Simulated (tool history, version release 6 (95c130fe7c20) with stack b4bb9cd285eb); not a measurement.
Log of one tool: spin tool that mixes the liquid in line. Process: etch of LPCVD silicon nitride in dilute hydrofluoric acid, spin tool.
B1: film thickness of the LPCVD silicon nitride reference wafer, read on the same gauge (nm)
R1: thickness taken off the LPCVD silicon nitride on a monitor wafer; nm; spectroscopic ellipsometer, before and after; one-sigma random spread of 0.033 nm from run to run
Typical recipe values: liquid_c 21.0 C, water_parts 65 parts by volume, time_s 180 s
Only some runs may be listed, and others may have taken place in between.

Run 1, hour 0.0: usual settings but water_parts 80 parts by volume; B1 110.019. Result: R1 0.963 nm.
Run 2, hour 104.6: usual settings but water_parts 80 parts by volume; B1 110.006. Result: R1 0.959 nm.
Run 3, hour 197.5: usual settings; B1 110.009. Result: R1 1.092 nm.
Run 4, hour 299.2: usual settings; B1 110.041. Result: R1 1.171 nm.
Run 5, hour 400.4: usual settings; B1 109.986. Result: R1 1.120 nm.
Run 6, hour 478.5: usual settings but liquid_c 22.5 C, water_parts 55 parts by volume; B1 109.980. Result: R1 1.472 nm.
Run 7, hour 535.4: usual settings; B1 110.012. Result: R1 1.087 nm.
Run 8, hour 608.7: usual settings; B1 109.965. Result: R1 1.194 nm.
Run 9, hour 645.8: usual settings; B1 110.028. Result: R1 1.165 nm.
Run 10, hour 694.4: usual settings but liquid_c 18.0 C; B1 109.977. Result: R1 0.954 nm.
Run 11, hour 754.4: usual settings but liquid_c 18.0 C; B1 110.007. Result: R1 0.932 nm.
Run 12, hour 836.5: usual settings; B1 110.023. Result: R1 1.131 nm.
Run 13, hour 874.8: usual settings; B1 109.981. Result: R1 1.105 nm.
Run 14, hour 937.2: usual settings but liquid_c 18.5 C, water_parts 90 parts by volume, time_s 100 s; B1 109.997. Result: R1 0.387 nm.
Run 15, hour 1026.3: usual settings but water_parts 75 parts by volume, time_s 85 s; B1 109.990. Result: R1 0.498 nm.
Run 16, hour 1110.3: usual settings but liquid_c 23.5 C; B1 109.960. Result: R1 1.384 nm.
Run 17, hour 1157.3: usual settings but water_parts 45 parts by volume, time_s 125 s; B1 110.021. Result: R1 1.132 nm.
Run 18, hour 1210.3: usual settings but liquid_c 19.5 C; B1 109.993. Result: R1 1.036 nm.
Run 19, hour 1455.0: usual settings but liquid_c 18.5 C, water_parts 80 parts by volume, time_s 85 s; B1 110.005. Result: R1 0.387 nm.
Run 20, hour 1528.8: usual settings; B1 109.990. Result: R1 1.198 nm.
Run 21, hour 1615.0: usual settings; B1 110.041. Result: R1 1.152 nm.
Run 22, hour 1651.1: usual settings but water_parts 45 parts by volume; B1 109.995. Result: R1 1.557 nm.
Run 23, hour 1696.4: usual settings but liquid_c 18.5 C, water_parts 50 parts by volume, time_s 285 s; B1 109.972. Result: R1 1.986 nm.
Run 24, hour 1778.9: usual settings; B1 110.061. Result: R1 1.145 nm.
Run 25, hour 1837.1: usual settings but water_parts 75 parts by volume, time_s 85 s; B1 110.043. Result: R1 0.477 nm.
Run 26, hour 1941.2: usual settings; B1 109.958. Result: R1 1.146 nm.
Run 27, hour 2256.2: usual settings but liquid_c 17.0 C, time_s 145 s; B1 110.015. Result: R1 0.717 nm.
Run 28, hour 2315.7: usual settings but liquid_c 18.0 C, water_parts 50 parts by volume, time_s 75 s; B1 110.000. Result: R1 0.500 nm.
Run 29, hour 2393.9: usual settings but liquid_c 18.5 C, water_parts 75 parts by volume, time_s 125 s; B1 109.987. Result: R1 0.572 nm.
Run 30, hour 2496.3: usual settings but liquid_c 18.0 C, water_parts 90 parts by volume, time_s 215 s; B1 109.977. Result: R1 0.762 nm.
Run 31, hour 2537.9: usual settings but liquid_c 18.5 C, water_parts 85 parts by volume; B1 110.027. Result: R1 0.763 nm.

Taken out of this log: 4 entries between the listed runs. Where each belongs, and how the hidden state differs across it:
Runs 10 to 11: hydrofluoric acid flow meter replaced (hour 715.8)
  the hidden state is the same at both runs
Runs 17 to 18: gauge calibrated (hour 1208.8)
  the hidden state is the same at both runs
Runs 18 to 19: thermometer replaced (hour 1248.0)
  the hidden state is the same at both runs
Runs 26 to 27: hydrofluoric acid flow meter replaced (hour 2218.1)
  the hidden state is the same at both runs

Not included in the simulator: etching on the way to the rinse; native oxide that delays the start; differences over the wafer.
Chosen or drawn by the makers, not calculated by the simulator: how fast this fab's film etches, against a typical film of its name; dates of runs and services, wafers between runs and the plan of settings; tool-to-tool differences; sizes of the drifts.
